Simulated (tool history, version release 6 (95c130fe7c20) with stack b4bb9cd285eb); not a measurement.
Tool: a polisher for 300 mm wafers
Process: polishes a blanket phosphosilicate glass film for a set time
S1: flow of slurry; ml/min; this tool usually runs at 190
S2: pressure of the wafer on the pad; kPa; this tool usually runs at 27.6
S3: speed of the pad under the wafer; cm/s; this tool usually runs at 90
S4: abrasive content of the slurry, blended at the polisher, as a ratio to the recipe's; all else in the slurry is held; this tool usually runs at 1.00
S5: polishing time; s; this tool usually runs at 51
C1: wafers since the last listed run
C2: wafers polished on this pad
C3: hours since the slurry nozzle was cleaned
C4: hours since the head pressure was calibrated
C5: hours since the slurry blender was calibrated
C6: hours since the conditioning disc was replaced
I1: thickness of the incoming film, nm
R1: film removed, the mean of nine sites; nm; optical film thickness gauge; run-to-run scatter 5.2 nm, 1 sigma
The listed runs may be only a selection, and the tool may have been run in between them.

run 1 hour=0.0 | S1=190 S2=27.6 S3=90 S4=1.00 S5=63 | C1=0 C2=885 C3=31.4 C4=516.1 C5=11.0 C6=193.6 | I1=2927.2 | R1=611.0
run 2 hour=104.4 | S1=190 S2=27.6 S3=90 S4=1.00 S5=63 | C1=1093 C2=1979 C3=135.8 C4=620.5 C5=115.4 C6=298.0 | I1=2900.5 | R1=540.0
-- hour=115.3 worn pad replaced by a new one
run 3 hour=119.9 | S1=190 S2=27.6 S3=90 S4=1.00 S5=51 | C1=120 C2=47 C3=151.3 C4=636.0 C5=130.9 C6=313.5 | I1=2905.2 | R1=440.7
-- hour=148.2 slurry blender recalibrated
run 4 hour=148.8 | S1=190 S2=27.6 S3=90 S4=1.00 S5=51 | C1=281 C2=329 C3=180.2 C4=664.9 C5=0.6 C6=342.4 | I1=2940.5 | R1=487.6
run 5 hour=178.5 | S1=155 S2=27.6 S3=90 S4=1.00 S5=51 | C1=311 C2=640 C3=209.9 C4=694.6 C5=30.3 C6=372.1 | I1=2904.7 | R1=459.8
-- hour=183.5 slurry nozzle cleaned
run 6 hour=197.2 | S1=155 S2=27.6 S3=90 S4=1.00 S5=51 | C1=185 C2=826 C3=13.7 C4=713.3 C5=49.0 C6=390.8 | I1=2946.3 | R1=442.3
run 7 hour=214.5 | S1=155 S2=27.6 S3=90 S4=1.00 S5=51 | C1=181 C2=1007 C3=31.0 C4=730.6 C5=66.3 C6=408.1 | I1=2914.4 | R1=448.1
run 8 hour=236.6 | S1=190 S2=24.1 S3=90 S4=1.00 S5=51 | C1=231 C2=1239 C3=53.1 C4=752.7 C5=88.4 C6=430.2 | I1=2933.1 | R1=387.6
run 9 hour=252.1 | S1=190 S2=18.6 S3=80 S4=0.75 S5=39 | C1=162 C2=1401 C3=68.6 C4=768.2 C5=103.9 C6=445.7 | I1=2956.2 | R1=184.8
run 10 hour=264.2 | S1=190 S2=27.6 S3=90 S4=1.00 S5=51 | C1=126 C2=1528 C3=80.7 C4=780.3 C5=116.0 C6=457.8 | I1=2956.9 | R1=448.4
run 11 hour=279.6 | S1=190 S2=27.6 S3=90 S4=1.00 S5=51 | C1=161 C2=1689 C3=96.1 C4=795.7 C5=131.4 C6=473.2 | I1=2906.6 | R1=450.6
-- hour=304.8 worn pad replaced by a new one
-- hour=305.8 head pressure recalibrated
-- hour=312.3 conditioning disc replaced and pad reconditioned
run 12 hour=313.8 | S1=250 S2=27.6 S3=90 S4=1.00 S5=41 | C1=285 C2=62 C3=130.3 C4=8.0 C5=165.6 C6=1.5 | I1=2961.0 | R1=361.9
-- hour=333.9 slurry blender recalibrated
run 13 hour=348.5 | S1=160 S2=27.6 S3=90 S4=1.00 S5=51 | C1=342 C2=405 C3=165.0 C4=42.7 C5=14.6 C6=36.2 | I1=2941.1 | R1=480.8
run 14 hour=381.0 | S1=220 S2=27.6 S3=90 S4=1.00 S5=58 | C1=340 C2=745 C3=197.5 C4=75.2 C5=47.1 C6=68.7 | I1=2977.9 | R1=531.5
run 15 hour=403.3 | S1=190 S2=27.6 S3=90 S4=1.00 S5=51 | C1=233 C2=979 C3=219.8 C4=97.5 C5=69.4 C6=91.0 | I1=2966.6 | R1=456.5
-- hour=413.6 slurry nozzle cleaned
run 16 hour=438.1 | S1=190 S2=27.6 S3=90 S4=1.00 S5=51 | C1=354 C2=1333 C3=24.5 C4=132.3 C5=104.2 C6=125.8 | I1=2896.2 | R1=455.8
run 17 hour=455.2 | S1=215 S2=22.1 S3=62 S4=1.00 S5=62 | C1=179 C2=1512 C3=41.6 C4=149.4 C5=121.3 C6=142.9 | I1=2985.0 | R1=353.7
run 18 hour=486.0 | S1=190 S2=27.6 S3=90 S4=1.00 S5=51 | C1=322 C2=1835 C3=72.4 C4=180.2 C5=152.1 C6=173.7 | I1=2951.7 | R1=443.1
run 19 hour=501.5 | S1=155 S2=31.7 S3=90 S4=1.00 S5=46 | C1=162 C2=1997 C3=87.9 C4=195.7 C5=167.6 C6=189.2 | I1=2942.3 | R1=443.8
-- hour=510.1 worn pad replaced by a new one
-- hour=512.8 slurry blender recalibrated
run 20 hour=532.6 | S1=155 S2=20.0 S3=66 S4=0.80 S5=51 | C1=262 C2=215 C3=119.0 C4=226.8 C5=19.8 C6=220.3 | I1=2956.0 | R1=254.3
run 21 hour=552.9 | S1=190 S2=19.3 S3=90 S4=1.15 S5=58 | C1=212 C2=427 C3=139.3 C4=247.1 C5=40.1 C6=240.6 | I1=2930.6 | R1=401.9
run 22 hour=565.0 | S1=190 S2=27.6 S3=90 S4=1.00 S5=34 | C1=126 C2=554 C3=151.4 C4=259.2 C5=52.2 C6=252.7 | I1=2932.7 | R1=306.7
run 23 hour=578.1 | S1=160 S2=27.6 S3=90 S4=1.00 S5=51 | C1=137 C2=691 C3=164.5 C4=272.3 C5=65.3 C6=265.8 | I1=2936.2 | R1=444.4
run 24 hour=598.2 | S1=190 S2=27.6 S3=90 S4=0.75 S5=33 | C1=210 C2=902 C3=184.6 C4=292.4 C5=85.4 C6=285.9 | I1=2946.2 | R1=252.2
run 25 hour=620.0 | S1=190 S2=35.2 S3=74 S4=1.00 S5=51 | C1=228 C2=1130 C3=206.4 C4=314.2 C5=107.2 C6=307.7 | I1=2913.2 | R1=505.8
run 26 hour=638.4 | S1=190 S2=27.6 S3=90 S4=1.10 S5=51 | C1=192 C2=1323 C3=224.8 C4=332.6 C5=125.6 C6=326.1 | I1=2936.7 | R1=464.6

What was the tool's hidden state at every run in the log?
removal rate lost through wear of the pad, %: 0, the same for each run
slurry flow missing at the pad, %: 0, the same for each run
deviation of the head's pressure from its setpoint, %: 0, the same for each run
time polished since the conditioner stopped cutting, s: 0, the same for each run
H1: abrasive missing from the slurry, %
run=1 H1=5.94
run=2 H1=21.3
run=3 H1=22.1
run=4 H1=1.04
run=5 H1=9.63
run=6 H1=13.2
run=7 H1=15.7
run=8 H1=18
run=9 H1=19.2
run=10 H1=19.9
run=11 H1=20.7
run=12 H1=21.8
run=13 H1=6.18
run=14 H1=13.5
run=15 H1=16.7
run=16 H1=19.8
run=17 H1=20.8
run=18 H1=22
run=19 H1=22.4
run=20 H1=6.81
run=21 H1=11.4
run=22 H1=13.5
run=23 H1=15.3
run=24 H1=17.5
run=25 H1=19.2
run=26 H1=20.2
